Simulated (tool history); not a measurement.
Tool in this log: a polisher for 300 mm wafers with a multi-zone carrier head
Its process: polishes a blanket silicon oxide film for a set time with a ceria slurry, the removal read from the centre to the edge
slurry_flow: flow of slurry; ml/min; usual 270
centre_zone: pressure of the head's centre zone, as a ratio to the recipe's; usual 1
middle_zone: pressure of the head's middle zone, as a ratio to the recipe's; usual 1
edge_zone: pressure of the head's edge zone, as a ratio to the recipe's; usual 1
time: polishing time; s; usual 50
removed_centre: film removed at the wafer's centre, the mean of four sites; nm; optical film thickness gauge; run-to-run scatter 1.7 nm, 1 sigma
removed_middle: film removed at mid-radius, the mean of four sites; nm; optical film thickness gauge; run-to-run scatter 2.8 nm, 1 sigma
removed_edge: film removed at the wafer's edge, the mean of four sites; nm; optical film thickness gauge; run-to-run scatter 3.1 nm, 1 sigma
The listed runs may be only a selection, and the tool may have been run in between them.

run,hour,slurry_flow,centre_zone,middle_zone,edge_zone,time,wafers since the last listed run,wafers polished on this pad,hours since the slurry nozzle was cleaned,hours since the centre zone pressure was calibrated,hours since the edge zone pressure was calibrated,hours since the carrier head's membrane was replaced,"incoming thickness of the incoming film, nm",removed_centre,removed_middle,removed_edge
1,0,270,1.09,1,1,50,0,3863,212,482.6,839.8,91,1680.7,255,240.1,233
# hour 14.8: worn pad replaced by a new one
2,58.3,270,1,0.97,1,50,719,576,270.3,540.9,898.1,149.3,1650.4,246,235,246.3
3,119.3,270,1,0.97,1,50,808,1384,331.3,601.9,959.1,210.3,1644.6,237.1,237.4,231
4,208.9,270,1,0.97,1,50,1187,2571,420.9,691.5,1048.7,299.9,1672.9,233.6,226.5,236.1
5,267.2,270,1,1,1,50,772,3343,479.2,749.8,1107,358.2,1646.6,233.5,236.9,232.1
# hour 338.1: worn pad replaced by a new one
6,351.1,270,1,1,0.95,50,1058,171,563.1,833.7,1190.9,442.1,1671.3,248.5,245.8,239
# hour 397.6: slurry nozzle cleaned
7,405.6,270,1,1,0.95,50,708,880,8,888.2,1245.4,496.6,1671.1,239.6,247.4,231.5
8,456.4,270,1,1,1,46,673,1553,58.8,939,1296.2,547.4,1680.8,217.1,219.5,213
# hour 528.8: carrier head's membrane replaced by a new one
9,552.1,270,1,1,1,46,1201,2755,154.5,1034.7,1391.9,23.3,1679.8,213.1,216.4,213.3
# hour 590.8: worn pad replaced by a new one
# hour 639.6: edge zone pressure recalibrated
10,640.1,185,0.97,1.07,0.92,50,1086,627,242.5,1122.7,0.5,111.3,1670.1,221.5,239.6,227.9
# hour 847.2: worn pad replaced by a new one
11,850,270,1,1,1,50,2727,36,452.4,1332.6,210.4,321.2,1643.9,243.4,249.5,242.8
# hour 884.9: centre zone pressure recalibrated
# hour 907.8: slurry nozzle cleaned
12,953.6,335,0.91,1,1,50,1332,1369,45.8,68.7,314,424.8,1643.4,225.7,245.9,236.1
13,1038.5,270,1,1,0.93,38,1124,2494,130.7,153.6,398.9,509.7,1668.7,178.1,180.2,170.6
# hour 1059.7: carrier head's membrane replaced by a new one
14,1146.3,270,1,1,1,50,1361,3855,238.5,261.4,506.7,86.6,1662.6,233.6,228.6,232.6
# hour 1176.3: worn pad replaced by a new one
15,1243.7,230,0.92,1.11,1,50,1237,892,335.9,358.8,604.1,184,1656.8,221.2,257.1,236.4
16,1345.8,230,0.93,1.07,1,33,1352,2245,438,460.9,706.2,286.1,1640.5,145.1,160.8,149.6
17,1408.3,270,1,1,1,50,828,3073,500.5,523.4,768.7,348.6,1704.6,231.8,232,226
# hour 1428.4: worn pad replaced by a new one
18,1465.2,270,1,1,1,64,700,487,557.4,580.3,825.6,405.5,1672.8,310.3,312.8,304.6

Predict each of these 5 candidate next runs independently; none follows another, all start after run 18:
A,1465.6,215,1,1,1,50,5,492,557.8,580.7,826,405.9,1666.6,?,?,?
B,1465.6,300,1,0.96,0.9,65,5,492,557.8,580.7,826,405.9,1666.6,?,?,?
C,1465.6,365,1,1,1,39,5,492,557.8,580.7,826,405.9,1666.6,?,?,?
D,1465.6,270,1,1,0.97,67,5,492,557.8,580.7,826,405.9,1666.6,?,?,?
E,1465.6,235,1,1,1,50,5,492,557.8,580.7,826,405.9,1666.6,?,?,?

run,removed_centre,removed_middle,removed_edge
A,237,238.8,238.2
B,318.8,309.4,301.8
C,194.6,195.1,192.4
D,325.4,327,319.7
E,239.4,240.9,239.8
Stripped of hidden state, with their random variation kept, the same runs would have yielded:
run,removed_centre,removed_middle,removed_edge
A,248.7,244.4,243.8
B,334.5,316.6,308.9
C,204.2,199.6,196.9
D,341.4,334.7,327.3
E,251.1,246.5,245.4
